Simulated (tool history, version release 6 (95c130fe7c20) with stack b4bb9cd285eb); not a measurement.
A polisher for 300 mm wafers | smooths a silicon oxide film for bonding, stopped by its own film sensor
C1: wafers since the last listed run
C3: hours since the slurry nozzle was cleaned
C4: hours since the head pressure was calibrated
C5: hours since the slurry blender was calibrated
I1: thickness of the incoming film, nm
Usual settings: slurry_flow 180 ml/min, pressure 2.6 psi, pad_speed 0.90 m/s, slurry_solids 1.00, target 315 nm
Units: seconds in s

{"run": 1, "hour": 0.0, "slurry_flow": 205, "pressure": 2.6, "pad_speed": 0.9, "slurry_solids": 1.0, "target": 315, "C1": 0, "wafers polished on this pad": 779, "C3": 375.5, "C4": 160.4, "C5": 236.9, "I1": 352.7, "seconds": 38.7}
{"hour": 54.6, "done": "slurry nozzle cleaned"}
{"hour": 58.4, "done": "slurry blender recalibrated"}
{"run": 2, "hour": 93.3, "slurry_flow": 180, "pressure": 2.6, "pad_speed": 0.9, "slurry_solids": 1.0, "target": 315, "C1": 674, "wafers polished on this pad": 1454, "C3": 38.7, "C4": 253.7, "C5": 34.9, "I1": 355.3, "seconds": 42.5}
{"run": 3, "hour": 197.8, "slurry_flow": 180, "pressure": 2.6, "pad_speed": 1.0, "slurry_solids": 1.0, "target": 315, "C1": 780, "wafers polished on this pad": 2234, "C3": 143.2, "C4": 358.2, "C5": 139.4, "I1": 362.4, "seconds": 46.6}
{"run": 4, "hour": 220.4, "slurry_flow": 180, "pressure": 2.6, "pad_speed": 1.0, "slurry_solids": 1.0, "target": 315, "C1": 168, "wafers polished on this pad": 2403, "C3": 165.8, "C4": 380.8, "C5": 162.0, "I1": 366.4, "seconds": 49.7}
{"hour": 238.4, "done": "worn pad replaced by a new one"}
{"run": 5, "hour": 240.3, "slurry_flow": 180, "pressure": 2.6, "pad_speed": 0.9, "slurry_solids": 1.0, "target": 315, "C1": 118, "wafers polished on this pad": 14, "C3": 185.7, "C4": 400.7, "C5": 181.9, "I1": 360.0, "seconds": 47.1}
{"run": 6, "hour": 252.9, "slurry_flow": 180, "pressure": 2.6, "pad_speed": 0.9, "slurry_solids": 1.0, "target": 315, "C1": 94, "wafers polished on this pad": 108, "C3": 198.3, "C4": 413.3, "C5": 194.5, "I1": 359.8, "seconds": 46.8}
{"hour": 257.9, "done": "head pressure recalibrated"}
{"run": 7, "hour": 332.7, "slurry_flow": 180, "pressure": 1.9, "pad_speed": 0.9, "slurry_solids": 0.75, "target": 315, "C1": 580, "wafers polished on this pad": 689, "C3": 278.1, "C4": 74.8, "C5": 274.3, "I1": 355.9, "seconds": 64.3}
{"hour": 349.1, "done": "slurry blender recalibrated"}
{"run": 8, "hour": 361.5, "slurry_flow": 180, "pressure": 2.6, "pad_speed": 0.9, "slurry_solids": 1.0, "target": 315, "C1": 200, "wafers polished on this pad": 889, "C3": 306.9, "C4": 103.6, "C5": 12.4, "I1": 359.7, "seconds": 45.3}
{"run": 9, "hour": 388.6, "slurry_flow": 180, "pressure": 3.3, "pad_speed": 0.9, "slurry_solids": 0.85, "target": 315, "C1": 202, "wafers polished on this pad": 1091, "C3": 334.0, "C4": 130.7, "C5": 39.5, "I1": 362.2, "seconds": 40.9}
{"run": 10, "hour": 404.8, "slurry_flow": 180, "pressure": 2.6, "pad_speed": 0.9, "slurry_solids": 0.75, "target": 300, "C1": 120, "wafers polished on this pad": 1212, "C3": 350.2, "C4": 146.9, "C5": 55.7, "I1": 355.2, "seconds": 65.1}
{"run": 11, "hour": 424.6, "slurry_flow": 180, "pressure": 3.2, "pad_speed": 0.9, "slurry_solids": 1.0, "target": 315, "C1": 147, "wafers polished on this pad": 1360, "C3": 370.0, "C4": 166.7, "C5": 75.5, "I1": 359.5, "seconds": 37.8}
{"run": 12, "hour": 454.8, "slurry_flow": 155, "pressure": 3.1, "pad_speed": 0.9, "slurry_solids": 1.25, "target": 300, "C1": 225, "wafers polished on this pad": 1586, "C3": 400.2, "C4": 196.9, "C5": 105.7, "I1": 358.9, "seconds": 48.4}
{"hour": 482.4, "done": "slurry nozzle cleaned"}
{"run": 13, "hour": 487.5, "slurry_flow": 180, "pressure": 2.9, "pad_speed": 1.18, "slurry_solids": 1.25, "target": 328, "C1": 236, "wafers polished on this pad": 1822, "C3": 5.1, "C4": 229.6, "C5": 138.4, "I1": 361.2, "seconds": 23.1}
{"run": 14, "hour": 502.6, "slurry_flow": 180, "pressure": 2.6, "pad_speed": 0.9, "slurry_solids": 1.0, "target": 315, "C1": 112, "wafers polished on this pad": 1935, "C3": 20.2, "C4": 244.7, "C5": 153.5, "I1": 361.2, "seconds": 49.5}
{"hour": 539.4, "done": "worn pad replaced by a new one"}
{"run": 15, "hour": 539.9, "slurry_flow": 180, "pressure": 2.6, "pad_speed": 0.72, "slurry_solids": 0.85, "target": 315, "C1": 248, "wafers polished on this pad": 3, "C3": 57.5, "C4": 282.0, "C5": 190.8, "I1": 359.9, "seconds": 61.4}
{"run": 16, "hour": 561.9, "slurry_flow": 180, "pressure": 2.6, "pad_speed": 0.9, "slurry_solids": 1.0, "target": 315, "C1": 164, "wafers polished on this pad": 167, "C3": 79.5, "C4": 304.0, "C5": 212.8, "I1": 361.2, "seconds": 48.9}
{"run": 17, "hour": 577.8, "slurry_flow": 180, "pressure": 2.6, "pad_speed": 0.9, "slurry_solids": 1.0, "target": 315, "C1": 118, "wafers polished on this pad": 286, "C3": 95.4, "C4": 319.9, "C5": 228.7, "I1": 360.8, "seconds": 48.8}
{"run": 18, "hour": 609.2, "slurry_flow": 180, "pressure": 2.6, "pad_speed": 1.14, "slurry_solids": 1.0, "target": 303, "C1": 234, "wafers polished on this pad": 521, "C3": 126.8, "C4": 351.3, "C5": 260.1, "I1": 362.1, "seconds": 52.8}
{"run": 19, "hour": 632.3, "slurry_flow": 180, "pressure": 2.6, "pad_speed": 1.08, "slurry_solids": 1.0, "target": 315, "C1": 172, "wafers polished on this pad": 693, "C3": 149.9, "C4": 374.4, "C5": 283.2, "I1": 354.0, "seconds": 36.0}
{"hour": 651.3, "done": "slurry blender recalibrated"}
{"run": 20, "hour": 659.9, "slurry_flow": 180, "pressure": 2.6, "pad_speed": 1.06, "slurry_solids": 1.0, "target": 315, "C1": 191, "wafers polished on this pad": 884, "C3": 177.5, "C4": 402.0, "C5": 8.6, "I1": 365.4, "seconds": 48.2}
{"hour": 682.0, "done": "head pressure recalibrated"}
{"run": 21, "hour": 730.5, "slurry_flow": 180, "pressure": 2.8, "pad_speed": 0.9, "slurry_solids": 1.3, "target": 315, "C1": 512, "wafers polished on this pad": 1397, "C3": 248.1, "C4": 48.5, "C5": 79.2, "I1": 361.6, "seconds": 38.4}
{"run": 22, "hour": 748.0, "slurry_flow": 135, "pressure": 2.6, "pad_speed": 0.9, "slurry_solids": 0.9, "target": 315, "C1": 130, "wafers polished on this pad": 1527, "C3": 265.6, "C4": 66.0, "C5": 96.7, "I1": 360.8, "seconds": 50.3}
{"run": 23, "hour": 780.2, "slurry_flow": 180, "pressure": 2.6, "pad_speed": 0.9, "slurry_solids": 1.3, "target": 311, "C1": 240, "wafers polished on this pad": 1768, "C3": 297.8, "C4": 98.2, "C5": 128.9, "I1": 364.8, "seconds": 47.8}
{"run": 24, "hour": 801.7, "slurry_flow": 180, "pressure": 3.1, "pad_speed": 1.0, "slurry_solids": 1.0, "target": 315, "C1": 160, "wafers polished on this pad": 1928, "C3": 319.3, "C4": 119.7, "C5": 150.4, "I1": 357.2, "seconds": 33.2}
{"run": 25, "hour": 823.5, "slurry_flow": 180, "pressure": 2.6, "pad_speed": 0.9, "slurry_solids": 1.0, "target": 305, "C1": 162, "wafers polished on this pad": 2091, "C3": 341.1, "C4": 141.5, "C5": 172.2, "I1": 366.5, "seconds": 63.3}
{"run": 26, "hour": 855.5, "slurry_flow": 180, "pressure": 2.6, "pad_speed": 0.9, "slurry_solids": 1.0, "target": 315, "C1": 238, "wafers polished on this pad": 2330, "C3": 373.1, "C4": 173.5, "C5": 204.2, "I1": 360.1, "seconds": 46.5}
{"hour": 863.7, "done": "slurry nozzle cleaned"}
{"hour": 876.4, "done": "worn pad replaced by a new one"}
{"run": 27, "hour": 879.2, "slurry_flow": 180, "pressure": 2.6, "pad_speed": 0.9, "slurry_solids": 1.0, "target": 306, "C1": 139, "wafers polished on this pad": 21, "C3": 15.5, "C4": 197.2, "C5": 227.9, "I1": 364.3, "seconds": 60.4}
{"run": 28, "hour": 899.1, "slurry_flow": 180, "pressure": 2.6, "pad_speed": 0.9, "slurry_solids": 0.85, "target": 329, "C1": 148, "wafers polished on this pad": 169, "C3": 35.4, "C4": 217.1, "C5": 247.8, "I1": 358.9, "seconds": 34.0}
{"run": 29, "hour": 914.6, "slurry_flow": 180, "pressure": 2.6, "pad_speed": 0.9, "slurry_solids": 1.0, "target": 315, "C1": 115, "wafers polished on this pad": 285, "C3": 50.9, "C4": 232.6, "C5": 263.3, "I1": 366.4, "seconds": 54.1}
{"run": 30, "hour": 945.3, "slurry_flow": 180, "pressure": 2.6, "pad_speed": 0.9, "slurry_solids": 1.0, "target": 315, "C1": 229, "wafers polished on this pad": 514, "C3": 81.6, "C4": 263.3, "C5": 294.0, "I1": 359.5, "seconds": 46.7}

What the log doesn't show, run by run:
removal rate lost through wear of the pad, %: 0 in every run
slurry flow missing at the pad, %: 0 in every run
abrasive missing from the slurry, %: 0 in every run
H1: deviation of the head's pressure from its setpoint, %
run=1 H1=-5.96
run=2 H1=-7.77
run=3 H1=-8.82
run=4 H1=-8.96
run=5 H1=-9.07
run=6 H1=-9.13
run=7 H1=-4.65
run=8 H1=-5.87
run=9 H1=-6.82
run=10 H1=-7.31
run=11 H1=-7.84
run=12 H1=-8.53
run=13 H1=-9.13
run=14 H1=-9.36
run=15 H1=-9.85
run=16 H1=-10.1
run=17 H1=-10.2
run=18 H1=-10.5
run=19 H1=-10.6
run=20 H1=-10.8
run=21 H1=-2.48
run=22 H1=-3.4
run=23 H1=-4.83
run=24 H1=-5.62
run=25 H1=-6.32
run=26 H1=-7.18
run=27 H1=-7.7
run=28 H1=-8.08
run=29 H1=-8.35
run=30 H1=-8.79

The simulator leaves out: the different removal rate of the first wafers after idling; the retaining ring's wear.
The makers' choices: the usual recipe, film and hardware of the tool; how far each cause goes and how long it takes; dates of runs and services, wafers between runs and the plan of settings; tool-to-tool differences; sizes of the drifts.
